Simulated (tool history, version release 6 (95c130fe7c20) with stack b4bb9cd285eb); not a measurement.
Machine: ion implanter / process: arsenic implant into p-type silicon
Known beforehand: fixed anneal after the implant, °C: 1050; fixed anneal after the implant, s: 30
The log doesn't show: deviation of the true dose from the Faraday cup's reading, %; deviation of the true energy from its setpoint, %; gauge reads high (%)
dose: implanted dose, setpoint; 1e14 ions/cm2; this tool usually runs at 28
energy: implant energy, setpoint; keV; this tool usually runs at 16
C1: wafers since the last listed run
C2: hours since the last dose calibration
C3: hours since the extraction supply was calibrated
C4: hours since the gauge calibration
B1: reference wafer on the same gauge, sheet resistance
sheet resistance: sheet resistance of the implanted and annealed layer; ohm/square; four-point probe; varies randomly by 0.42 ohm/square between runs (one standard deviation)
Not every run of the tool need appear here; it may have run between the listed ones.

{"run": 1, "hour": 0.0, "dose": 28, "energy": 16, "C1": 0, "C2": 555.6, "C3": 4217.8, "C4": 42.7, "B1": 68.53, "sheet resistance": 73.84}
{"run": 2, "hour": 15.3, "dose": 28, "energy": 16, "C1": 350, "C2": 570.9, "C3": 4233.1, "C4": 58, "B1": 68.46, "sheet resistance": 73.47}
{"run": 3, "hour": 31.9, "dose": 28, "energy": 16, "C1": 380, "C2": 587.5, "C3": 4249.7, "C4": 74.6, "B1": 68.55, "sheet resistance": 74.07}
{"run": 4, "hour": 43.3, "dose": 28, "energy": 16, "C1": 261, "C2": 598.9, "C3": 4261.1, "C4": 86, "B1": 68.59, "sheet resistance": 73.97}
{"run": 5, "hour": 53.3, "dose": 28, "energy": 16, "C1": 229, "C2": 608.9, "C3": 4271.1, "C4": 96, "B1": 68.56, "sheet resistance": 73.59}
{"run": 6, "hour": 67.5, "dose": 28, "energy": 16, "C1": 325, "C2": 623.1, "C3": 4285.3, "C4": 110.2, "B1": 68.57, "sheet resistance": 73.78}
{"run": 7, "hour": 76.1, "dose": 28, "energy": 16, "C1": 197, "C2": 631.7, "C3": 4293.9, "C4": 118.8, "B1": 68.5, "sheet resistance": 74.37}
{"run": 8, "hour": 89.0, "dose": 28, "energy": 16, "C1": 295, "C2": 644.6, "C3": 4306.8, "C4": 131.7, "B1": 68.51, "sheet resistance": 74.27}
{"run": 9, "hour": 95.6, "dose": 28, "energy": 16, "C1": 151, "C2": 651.2, "C3": 4313.4, "C4": 138.3, "B1": 68.39, "sheet resistance": 74.75}
{"run": 10, "hour": 112.7, "dose": 28, "energy": 12, "C1": 392, "C2": 668.3, "C3": 4330.5, "C4": 155.4, "B1": 68.51, "sheet resistance": 75.76}
{"run": 11, "hour": 125.8, "dose": 28, "energy": 12, "C1": 300, "C2": 681.4, "C3": 4343.6, "C4": 168.5, "B1": 68.52, "sheet resistance": 76.12}
{"run": 12, "hour": 133.7, "dose": 28, "energy": 13.5, "C1": 181, "C2": 689.3, "C3": 4351.5, "C4": 176.4, "B1": 68.56, "sheet resistance": 74.76}
{"run": 13, "hour": 147.4, "dose": 28, "energy": 13.5, "C1": 314, "C2": 703, "C3": 4365.2, "C4": 190.1, "B1": 68.45, "sheet resistance": 74.91}
{"run": 14, "hour": 156.2, "dose": 28, "energy": 16, "C1": 201, "C2": 711.8, "C3": 4374, "C4": 198.9, "B1": 68.5, "sheet resistance": 74.06}
{"run": 15, "hour": 173.1, "dose": 28, "energy": 16, "C1": 387, "C2": 728.7, "C3": 4390.9, "C4": 215.8, "B1": 68.61, "sheet resistance": 74.2}
{"run": 16, "hour": 188.5, "dose": 28, "energy": 16, "C1": 353, "C2": 744.1, "C3": 4406.3, "C4": 231.2, "B1": 68.53, "sheet resistance": 74.47}
{"run": 17, "hour": 205.4, "dose": 34.08, "energy": 19.5, "C1": 387, "C2": 761, "C3": 4423.2, "C4": 248.1, "B1": 68.42, "sheet resistance": 67.91}
{"run": 18, "hour": 216.4, "dose": 25.5, "energy": 13.5, "C1": 252, "C2": 772, "C3": 4434.2, "C4": 259.1, "B1": 68.39, "sheet resistance": 77.86}
{"run": 19, "hour": 231.0, "dose": 30.42, "energy": 17.5, "C1": 334, "C2": 786.6, "C3": 4448.8, "C4": 273.7, "B1": 68.57, "sheet resistance": 71.52}
{"run": 20, "hour": 240.6, "dose": 28, "energy": 16, "C1": 220, "C2": 796.2, "C3": 4458.4, "C4": 283.3, "B1": 68.5, "sheet resistance": 73.51}
{"run": 21, "hour": 250.3, "dose": 28, "energy": 16, "C1": 222, "C2": 805.9, "C3": 4468.1, "C4": 293, "B1": 68.42, "sheet resistance": 74.27}
{"run": 22, "hour": 266.4, "dose": 28, "energy": 16, "C1": 369, "C2": 822, "C3": 4484.2, "C4": 309.1, "B1": 68.51, "sheet resistance": 74.21}
{"run": 23, "hour": 274.5, "dose": 28, "energy": 16, "C1": 185, "C2": 830.1, "C3": 4492.3, "C4": 317.2, "B1": 68.53, "sheet resistance": 73.91}
{"run": 24, "hour": 283.3, "dose": 23.12, "energy": 13.5, "C1": 201, "C2": 838.9, "C3": 4501.1, "C4": 326, "B1": 68.47, "sheet resistance": 81.18}
{"run": 25, "hour": 290.5, "dose": 35.66, "energy": 18, "C1": 165, "C2": 846.1, "C3": 4508.3, "C4": 333.2, "B1": 68.45, "sheet resistance": 68}
{"hour": 300.6, "done": "gauge calibrated"}
{"hour": 301.9, "done": "extraction supply calibrated"}
{"hour": 304.2, "done": "Faraday cup replaced and dose calibrated"}
{"run": 26, "hour": 304.7, "dose": 21.02, "energy": 13, "C1": 87, "C2": 0.5, "C3": 2.8, "C4": 4.1, "B1": 68.52, "sheet resistance": 83.95}
{"run": 27, "hour": 314.0, "dose": 20.73, "energy": 20.5, "C1": 213, "C2": 9.8, "C3": 12.1, "C4": 13.4, "B1": 68.44, "sheet resistance": 80.75}
{"run": 28, "hour": 330.1, "dose": 21.73, "energy": 17.5, "C1": 369, "C2": 25.9, "C3": 28.2, "C4": 29.5, "B1": 68.58, "sheet resistance": 80.62}
{"run": 29, "hour": 347.8, "dose": 23.94, "energy": 20, "C1": 406, "C2": 43.6, "C3": 45.9, "C4": 47.2, "B1": 68.52, "sheet resistance": 75.92}
{"run": 30, "hour": 365.5, "dose": 28, "energy": 21, "C1": 406, "C2": 61.3, "C3": 63.6, "C4": 64.9, "B1": 68.45, "sheet resistance": 70.82}
{"run": 31, "hour": 380.4, "dose": 20.78, "energy": 14.5, "C1": 341, "C2": 76.2, "C3": 78.5, "C4": 79.8, "B1": 68.5, "sheet resistance": 83.58}
{"run": 32, "hour": 391.8, "dose": 20.85, "energy": 13.5, "C1": 261, "C2": 87.6, "C3": 89.9, "C4": 91.2, "B1": 68.53, "sheet resistance": 83.6}
{"run": 33, "hour": 404.5, "dose": 21.07, "energy": 21.5, "C1": 291, "C2": 100.3, "C3": 102.6, "C4": 103.9, "B1": 68.52, "sheet resistance": 79.07}
{"run": 34, "hour": 413.8, "dose": 33.15, "energy": 16, "C1": 213, "C2": 109.6, "C3": 111.9, "C4": 113.2, "B1": 68.51, "sheet resistance": 69.91}
{"run": 35, "hour": 419.8, "dose": 24.05, "energy": 20, "C1": 137, "C2": 115.6, "C3": 117.9, "C4": 119.2, "B1": 68.5, "sheet resistance": 75.48}
{"run": 36, "hour": 428.6, "dose": 20.21, "energy": 10.5, "C1": 201, "C2": 124.4, "C3": 126.7, "C4": 128, "B1": 68.52, "sheet resistance": 86.36}
{"run": 37, "hour": 444.6, "dose": 22.17, "energy": 19.5, "C1": 367, "C2": 140.4, "C3": 142.7, "C4": 144, "B1": 68.48, "sheet resistance": 79}
{"run": 38, "hour": 462.1, "dose": 32.97, "energy": 20, "C1": 401, "C2": 157.9, "C3": 160.2, "C4": 161.5, "B1": 68.52, "sheet resistance": 68.1}
{"run": 39, "hour": 469.0, "dose": 28, "energy": 16, "C1": 158, "C2": 164.8, "C3": 167.1, "C4": 168.4, "B1": 68.47, "sheet resistance": 73.74}

Across each entry between runs, compare the hidden state at the last listed run before it with the hidden state at the first listed run after it:
Run 25 -> run 26: gauge calibrated (hour 300.6); extraction supply calibrated (hour 301.9); Faraday cup replaced and dose calibrated (hour 304.2)
  nothing in the hidden state changes from one run to the other
